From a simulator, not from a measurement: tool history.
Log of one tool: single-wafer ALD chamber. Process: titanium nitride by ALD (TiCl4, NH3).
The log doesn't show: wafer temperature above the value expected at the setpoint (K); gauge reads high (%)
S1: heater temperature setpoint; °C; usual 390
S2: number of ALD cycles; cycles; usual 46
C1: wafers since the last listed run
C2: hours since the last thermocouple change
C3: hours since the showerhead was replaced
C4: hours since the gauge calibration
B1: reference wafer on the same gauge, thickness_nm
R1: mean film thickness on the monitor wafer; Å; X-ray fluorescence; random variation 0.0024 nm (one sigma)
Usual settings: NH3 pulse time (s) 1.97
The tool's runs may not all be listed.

{"run": 1, "hour": 0.0, "S1": 390, "S2": 43, "NH3 pulse time (s)": 1.97, "C1": 0, "C2": 1036.1, "C3": 2453.6, "C4": 616.4, "B1": 0.823, "R1": 8.94}
{"run": 2, "hour": 90.1, "S1": 390, "S2": 46, "NH3 pulse time (s)": 1.97, "C1": 353, "C2": 1126.2, "C3": 2543.7, "C4": 706.5, "B1": 0.824, "R1": 9.57}
{"run": 3, "hour": 160.5, "S1": 390, "S2": 46, "NH3 pulse time (s)": 2.46, "C1": 276, "C2": 1196.6, "C3": 2614.1, "C4": 776.9, "B1": 0.824, "R1": 9.62}
{"run": 4, "hour": 253.1, "S1": 390, "S2": 41, "NH3 pulse time (s)": 1.35, "C1": 363, "C2": 1289.2, "C3": 2706.7, "C4": 869.5, "B1": 0.825, "R1": 8.33}
{"run": 5, "hour": 322.6, "S1": 390, "S2": 46, "NH3 pulse time (s)": 1.97, "C1": 272, "C2": 1358.7, "C3": 2776.2, "C4": 939, "B1": 0.825, "R1": 9.57}
{"run": 6, "hour": 404.7, "S1": 390, "S2": 52, "NH3 pulse time (s)": 1.97, "C1": 321, "C2": 1440.8, "C3": 2858.3, "C4": 1021.1, "B1": 0.826, "R1": 10.86}
{"run": 7, "hour": 472.4, "S1": 390, "S2": 46, "NH3 pulse time (s)": 2.14, "C1": 265, "C2": 1508.5, "C3": 2926, "C4": 1088.8, "B1": 0.826, "R1": 9.63}
{"run": 8, "hour": 552.7, "S1": 390, "S2": 46, "NH3 pulse time (s)": 2.14, "C1": 314, "C2": 1588.8, "C3": 3006.3, "C4": 1169.1, "B1": 0.827, "R1": 9.65}
{"run": 9, "hour": 613.1, "S1": 390, "S2": 46, "NH3 pulse time (s)": 1.97, "C1": 236, "C2": 1649.2, "C3": 3066.7, "C4": 1229.5, "B1": 0.827, "R1": 9.62}
{"run": 10, "hour": 708.8, "S1": 390, "S2": 46, "NH3 pulse time (s)": 1.97, "C1": 375, "C2": 1744.9, "C3": 3162.4, "C4": 1325.2, "B1": 0.828, "R1": 9.61}
{"run": 11, "hour": 762.4, "S1": 390, "S2": 46, "NH3 pulse time (s)": 1.97, "C1": 210, "C2": 1798.5, "C3": 3216, "C4": 1378.8, "B1": 0.827, "R1": 9.61}
{"run": 12, "hour": 816.5, "S1": 393, "S2": 46, "NH3 pulse time (s)": 1.97, "C1": 212, "C2": 1852.6, "C3": 3270.1, "C4": 1432.9, "B1": 0.828, "R1": 9.59}
{"run": 13, "hour": 918.2, "S1": 393, "S2": 46, "NH3 pulse time (s)": 1.97, "C1": 398, "C2": 1954.3, "C3": 3371.8, "C4": 1534.6, "B1": 0.827, "R1": 9.6}
{"run": 14, "hour": 962.6, "S1": 390, "S2": 49, "NH3 pulse time (s)": 1.97, "C1": 174, "C2": 1998.7, "C3": 3416.2, "C4": 1579, "B1": 0.828, "R1": 10.22}
{"run": 15, "hour": 1036.1, "S1": 390, "S2": 49, "NH3 pulse time (s)": 1.97, "C1": 288, "C2": 2072.2, "C3": 3489.7, "C4": 1652.5, "B1": 0.828, "R1": 10.24}
{"run": 16, "hour": 1076.0, "S1": 390, "S2": 46, "NH3 pulse time (s)": 2.38, "C1": 156, "C2": 2112.1, "C3": 3529.6, "C4": 1692.4, "B1": 0.828, "R1": 9.68}
{"run": 17, "hour": 1176.3, "S1": 390, "S2": 46, "NH3 pulse time (s)": 1.97, "C1": 393, "C2": 2212.4, "C3": 3629.9, "C4": 1792.7, "B1": 0.828, "R1": 9.6}
{"run": 18, "hour": 1259.5, "S1": 390, "S2": 46, "NH3 pulse time (s)": 1.97, "C1": 326, "C2": 2295.6, "C3": 3713.1, "C4": 1875.9, "B1": 0.829, "R1": 9.6}
{"run": 19, "hour": 1349.6, "S1": 390, "S2": 46, "NH3 pulse time (s)": 1.97, "C1": 353, "C2": 2385.7, "C3": 3803.2, "C4": 1966, "B1": 0.829, "R1": 9.63}
{"run": 20, "hour": 1407.9, "S1": 380, "S2": 46, "NH3 pulse time (s)": 1.53, "C1": 228, "C2": 2444, "C3": 3861.5, "C4": 2024.3, "B1": 0.829, "R1": 9.39}
{"run": 21, "hour": 1452.1, "S1": 383, "S2": 50, "NH3 pulse time (s)": 1.97, "C1": 173, "C2": 2488.2, "C3": 3905.7, "C4": 2068.5, "B1": 0.829, "R1": 10.4}
{"run": 22, "hour": 1552.6, "S1": 399, "S2": 39, "NH3 pulse time (s)": 1.31, "C1": 394, "C2": 2588.7, "C3": 4006.2, "C4": 2169, "B1": 0.829, "R1": 8.1}
{"run": 23, "hour": 1628.3, "S1": 384, "S2": 50, "NH3 pulse time (s)": 1.97, "C1": 296, "C2": 2664.4, "C3": 4081.9, "C4": 2244.7, "B1": 0.828, "R1": 10.34}
{"run": 24, "hour": 1693.8, "S1": 377, "S2": 42, "NH3 pulse time (s)": 1.97, "C1": 256, "C2": 2729.9, "C3": 4147.4, "C4": 2310.2, "B1": 0.829, "R1": 8.66}
{"hour": 1718.5, "done": "gauge calibrated"}
{"hour": 1729.4, "done": "thermocouple changed; heater temperature recalibrated"}
{"run": 25, "hour": 1740.7, "S1": 377, "S2": 53, "NH3 pulse time (s)": 2.39, "C1": 152, "C2": 11.3, "C3": 4194.3, "C4": 22.2, "B1": 0.815, "R1": 10.83}
{"run": 26, "hour": 1805.2, "S1": 390, "S2": 40, "NH3 pulse time (s)": 1.97, "C1": 252, "C2": 75.8, "C3": 4258.8, "C4": 86.7, "B1": 0.816, "R1": 8.2}
{"run": 27, "hour": 1852.3, "S1": 380, "S2": 37, "NH3 pulse time (s)": 1.75, "C1": 184, "C2": 122.9, "C3": 4305.9, "C4": 133.8, "B1": 0.817, "R1": 7.48}
{"run": 28, "hour": 1897.7, "S1": 390, "S2": 46, "NH3 pulse time (s)": 1.97, "C1": 178, "C2": 168.3, "C3": 4351.3, "C4": 179.2, "B1": 0.818, "R1": 9.48}
{"run": 29, "hour": 1937.1, "S1": 384, "S2": 46, "NH3 pulse time (s)": 1.97, "C1": 154, "C2": 207.7, "C3": 4390.7, "C4": 218.6, "B1": 0.818, "R1": 9.48}
{"run": 30, "hour": 2007.6, "S1": 390, "S2": 52, "NH3 pulse time (s)": 1.27, "C1": 276, "C2": 278.2, "C3": 4461.2, "C4": 289.1, "B1": 0.819, "R1": 10.48}
{"run": 31, "hour": 2113.3, "S1": 405, "S2": 41, "NH3 pulse time (s)": 1.29, "C1": 414, "C2": 383.9, "C3": 4566.9, "C4": 394.8, "B1": 0.821, "R1": 8.43}
{"hour": 2197.8, "done": "showerhead replaced"}
{"run": 32, "hour": 2198.3, "S1": 390, "S2": 49, "NH3 pulse time (s)": 1.97, "C1": 301, "C2": 468.9, "C3": 0.5, "C4": 479.8, "B1": 0.822, "R1": 10.2}
{"run": 33, "hour": 2299.2, "S1": 384, "S2": 46, "NH3 pulse time (s)": 1.97, "C1": 395, "C2": 569.8, "C3": 101.4, "C4": 580.7, "B1": 0.823, "R1": 9.44}
{"run": 34, "hour": 2341.4, "S1": 380, "S2": 46, "NH3 pulse time (s)": 2.72, "C1": 165, "C2": 612, "C3": 143.6, "C4": 622.9, "B1": 0.823, "R1": 9.63}
{"run": 35, "hour": 2429.3, "S1": 390, "S2": 39, "NH3 pulse time (s)": 1.42, "C1": 344, "C2": 699.9, "C3": 231.5, "C4": 710.8, "B1": 0.825, "R1": 7.98}
{"run": 36, "hour": 2521.2, "S1": 390, "S2": 46, "NH3 pulse time (s)": 1.97, "C1": 360, "C2": 791.8, "C3": 323.4, "C4": 802.7, "B1": 0.825, "R1": 9.56}
{"run": 37, "hour": 2616.7, "S1": 399, "S2": 48, "NH3 pulse time (s)": 2.17, "C1": 374, "C2": 887.3, "C3": 418.9, "C4": 898.2, "B1": 0.826, "R1": 10.14}
{"run": 38, "hour": 2689.8, "S1": 386, "S2": 54, "NH3 pulse time (s)": 1.43, "C1": 286, "C2": 960.4, "C3": 492, "C4": 971.3, "B1": 0.825, "R1": 11.02}
{"run": 39, "hour": 2761.7, "S1": 376, "S2": 46, "NH3 pulse time (s)": 1.34, "C1": 281, "C2": 1032.3, "C3": 563.9, "C4": 1043.2, "B1": 0.827, "R1": 9.17}

How the hidden state differs across the entries between the runs, from the last listed run before each to the first after it:
Between runs 24 and 25: gauge calibrated (hour 1718.5); thermocouple changed; heater temperature recalibrated (hour 1729.4)
  gauge reads high (%): 1.84 -> 0.0507
  measured less the result without the state, R1: +0.15 -> +0 Å
Between runs 31 and 32: showerhead replaced (hour 2197.8)
  gauge reads high (%): 0.838 -> 0.966
  measured less the result without the state, R1: +0.07 -> +0.09 Å
